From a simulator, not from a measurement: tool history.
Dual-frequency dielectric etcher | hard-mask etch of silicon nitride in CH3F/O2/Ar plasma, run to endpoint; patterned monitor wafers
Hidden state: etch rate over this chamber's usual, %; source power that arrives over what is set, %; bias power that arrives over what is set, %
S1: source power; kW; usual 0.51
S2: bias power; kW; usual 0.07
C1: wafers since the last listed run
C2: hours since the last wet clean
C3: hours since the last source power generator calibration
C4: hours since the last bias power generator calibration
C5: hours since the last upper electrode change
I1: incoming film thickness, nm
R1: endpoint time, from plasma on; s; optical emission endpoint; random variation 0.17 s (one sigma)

| run | hour | S1 | S2 | C1 | C2 | C3 | C4 | C5 | I1 | R1 |
|---|---|---|---|---|---|---|---|---|---|---|
| 1 | 0 | 0.45 | 0.07 | 0 | 42.6 | 2647.2 | 2201.1 | 3231.4 | 32.67 | 40.7 |
| 2 | 90.3 | 0.51 | 0.07 | 765 | 132.9 | 2737.5 | 2291.4 | 3321.7 | 32.52 | 38.8 |
| 3 | 196.7 | 0.51 | 0.07 | 901 | 239.3 | 2843.9 | 2397.8 | 3428.1 | 32.83 | 39.2 |
| 4 | 241.6 | 0.51 | 0.07 | 380 | 284.2 | 2888.8 | 2442.7 | 3473 | 32.64 | 39.3 |
| 5 | 329.2 | 0.51 | 0.07 | 742 | 371.8 | 2976.4 | 2530.3 | 3560.6 | 32.88 | 39.8 |
| 6 | 375.5 | 0.51 | 0.064 | 392 | 418.1 | 3022.7 | 2576.6 | 3606.9 | 32.58 | 40.7 |
| 7 | 461.5 | 0.51 | 0.064 | 728 | 504.1 | 3108.7 | 2662.6 | 3692.9 | 32.79 | 41.2 |
| 8 | 567.9 | 0.43 | 0.056 | 901 | 610.5 | 3215.1 | 2769 | 3799.3 | 32.98 | 45.7 |
| 9 | 656.7 | 0.43 | 0.056 | 752 | 699.3 | 3303.9 | 2857.8 | 3888.1 | 32.6 | 45.2 |
| 10 | 730.4 | 0.51 | 0.07 | 624 | 773 | 3377.6 | 2931.5 | 3961.8 | 32.58 | 40.5 |
|  | 775.2 | wet clean of the chamber |
| 11 | 807.8 | 0.51 | 0.07 | 452 | 32.6 | 3455 | 3008.9 | 4039.2 | 32.7 | 39.1 |
| 12 | 852.6 | 0.48 | 0.082 | 379 | 77.4 | 3499.8 | 3053.7 | 4084 | 32.57 | 38.2 |
| 13 | 917.5 | 0.62 | 0.063 | 549 | 142.3 | 3564.7 | 3118.6 | 4148.9 | 32.62 | 37.5 |
| 14 | 953.8 | 0.43 | 0.07 | 307 | 178.6 | 3601 | 3154.9 | 4185.2 | 32.64 | 42.1 |
| 15 | 1017.9 | 0.51 | 0.081 | 543 | 242.7 | 3665.1 | 3219 | 4249.3 | 32.51 | 38.1 |
| 16 | 1104.3 | 0.51 | 0.07 | 732 | 329.1 | 3751.5 | 3305.4 | 4335.7 | 32.63 | 39.7 |
| 17 | 1189.8 | 0.51 | 0.053 | 724 | 414.6 | 3837 | 3390.9 | 4421.2 | 32.72 | 42.9 |
|  | 1224.2 | upper electrode replaced |
| 18 | 1278.9 | 0.42 | 0.076 | 551 | 503.7 | 3926.1 | 3480 | 54.7 | 32.49 | 42.3 |
| 19 | 1370.4 | 0.51 | 0.084 | 775 | 595.2 | 4017.6 | 3571.5 | 146.2 | 32.62 | 38.5 |
| 20 | 1418.1 | 0.43 | 0.087 | 404 | 642.9 | 4065.3 | 3619.2 | 193.9 | 32.4 | 40.9 |
| 21 | 1515.1 | 0.51 | 0.07 | 821 | 739.9 | 4162.3 | 3716.2 | 290.9 | 32.6 | 40.8 |
|  | 1534.9 | bias power generator calibrated |
|  | 1587 | source power generator calibrated |
|  | 1593.6 | wet clean of the chamber |
| 22 | 1594.1 | 0.55 | 0.062 | 546 | 0.5 | 7.1 | 59.2 | 369.9 | 32.61 | 39.1 |
| 23 | 1648.1 | 0.47 | 0.07 | 457 | 54.5 | 61.1 | 113.2 | 423.9 | 32.45 | 40.4 |
| 24 | 1745.7 | 0.61 | 0.078 | 827 | 152.1 | 158.7 | 210.8 | 521.5 | 32.34 | 35.5 |
| 25 | 1842.1 | 0.41 | 0.07 | 816 | 248.5 | 255.1 | 307.2 | 617.9 | 32.73 | 43 |
| 26 | 1938.8 | 0.51 | 0.07 | 819 | 345.2 | 351.8 | 403.9 | 714.6 | 32.81 | 39.8 |
| 27 | 2039.1 | 0.54 | 0.07 | 849 | 445.5 | 452.1 | 504.2 | 814.9 | 32.66 | 39.4 |
| 28 | 2146.2 | 0.51 | 0.07 | 907 | 552.6 | 559.2 | 611.3 | 922 | 32.52 | 40.1 |
| 29 | 2207.6 | 0.51 | 0.07 | 520 | 614 | 620.6 | 672.7 | 983.4 | 32.56 | 40.4 |
|  | 2274.7 | wet clean of the chamber |
| 30 | 2275.2 | 0.44 | 0.056 | 369 | 0.5 | 688.2 | 740.3 | 1051 | 32.24 | 43.4 |
| 31 | 2294.8 | 0.63 | 0.085 | 166 | 20.1 | 707.8 | 759.9 | 1070.6 | 32.74 | 34.3 |
| 32 | 2339.6 | 0.38 | 0.07 | 379 | 64.9 | 752.6 | 804.7 | 1115.4 | 32.78 | 44.1 |
| 33 | 2382.6 | 0.51 | 0.079 | 364 | 107.9 | 795.6 | 847.7 | 1158.4 | 33.33 | 39.1 |
| 34 | 2458.8 | 0.59 | 0.06 | 645 | 184.1 | 871.8 | 923.9 | 1234.6 | 32.73 | 39 |
| 35 | 2531.1 | 0.51 | 0.07 | 612 | 256.4 | 944.1 | 996.2 | 1306.9 | 32.44 | 39.4 |
| 36 | 2568.4 | 0.46 | 0.065 | 316 | 293.7 | 981.4 | 1033.5 | 1344.2 | 32.76 | 42.1 |

3 ways to go on from here, each from the tool as it stands after run 36. What would each give?
| A | 2568.8 | 0.51 | 0.07 | 3 | 294.1 | 981.8 | 1033.9 | 1344.6 | 32.69 | ? |
| B | 2568.8 | 0.51 | 0.055 | 3 | 294.1 | 981.8 | 1033.9 | 1344.6 | 32.69 | ? |
| C | 2568.8 | 0.55 | 0.058 | 3 | 294.1 | 981.8 | 1033.9 | 1344.6 | 32.69 | ? |

| run | R1 |
|---|---|
| A | 39.5 |
| B | 41.8 |
| C | 40.1 |
Without the tool's hidden state the same runs would have given:
| run | R1 |
|---|---|
| A | 38.9 |
| B | 41.1 |
| C | 39.4 |
